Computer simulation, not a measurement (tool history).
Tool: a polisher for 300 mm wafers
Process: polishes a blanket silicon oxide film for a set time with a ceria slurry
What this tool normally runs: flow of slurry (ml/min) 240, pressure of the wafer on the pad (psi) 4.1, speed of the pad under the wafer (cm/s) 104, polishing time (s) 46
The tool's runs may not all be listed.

run	day	flow of slurry (ml/min)	pressure of the wafer on the pad (psi)	speed of the pad under the wafer (cm/s)	polishing time (s)	incoming thickness of the incoming film, nm	film removed (angstrom)
1	0.000	240	4.1	104	46	1004.3	2428
2	0.546	240	4.1	104	46	1011.6	2457
3	1.996	240	4.1	104	46	1024.2	2462
# day 2.671: worn pad replaced by a new one
4	5.212	240	4.7	104	46	1007.5	2782
# day 5.638: worn pad replaced by a new one
5	5.946	240	4.7	104	46	1016.0	2699
# day 6.442: slurry nozzle cleaned
6	6.538	240	4.1	104	46	1013.6	2519
7	7.408	240	4.1	104	46	1010.2	2489
8	8.892	240	4.1	104	46	1022.9	2453
# day 9.500: worn pad replaced by a new one
9	9.521	240	4.1	104	46	1000.4	2514
10	10.879	240	4.1	104	46	1016.4	2490
# day 11.417: head pressure recalibrated
11	11.550	240	4.9	104	57	1015.7	3471
12	12.212	195	4.1	80	46	1009.4	2055
# day 13.058: worn pad replaced by a new one
13	13.079	240	4.1	104	59	1018.9	3120
14	13.721	195	4.1	104	46	1006.6	2427
15	14.604	240	3.5	104	46	1004.2	2225
16	15.288	240	4.1	104	46	1003.1	2519
17	16.417	240	4.1	138	41	998.5	2656
# day 16.638: worn pad replaced by a new one
18	17.379	240	4.1	104	46	1005.5	2519

Give the tool's hidden conditions for every run:
removal rate lost through wear of the pad, %: 0 on each run
slurry flow missing at the pad, %: 0 on each run
deviation of the head's pressure from its setpoint, %: 0 on each run
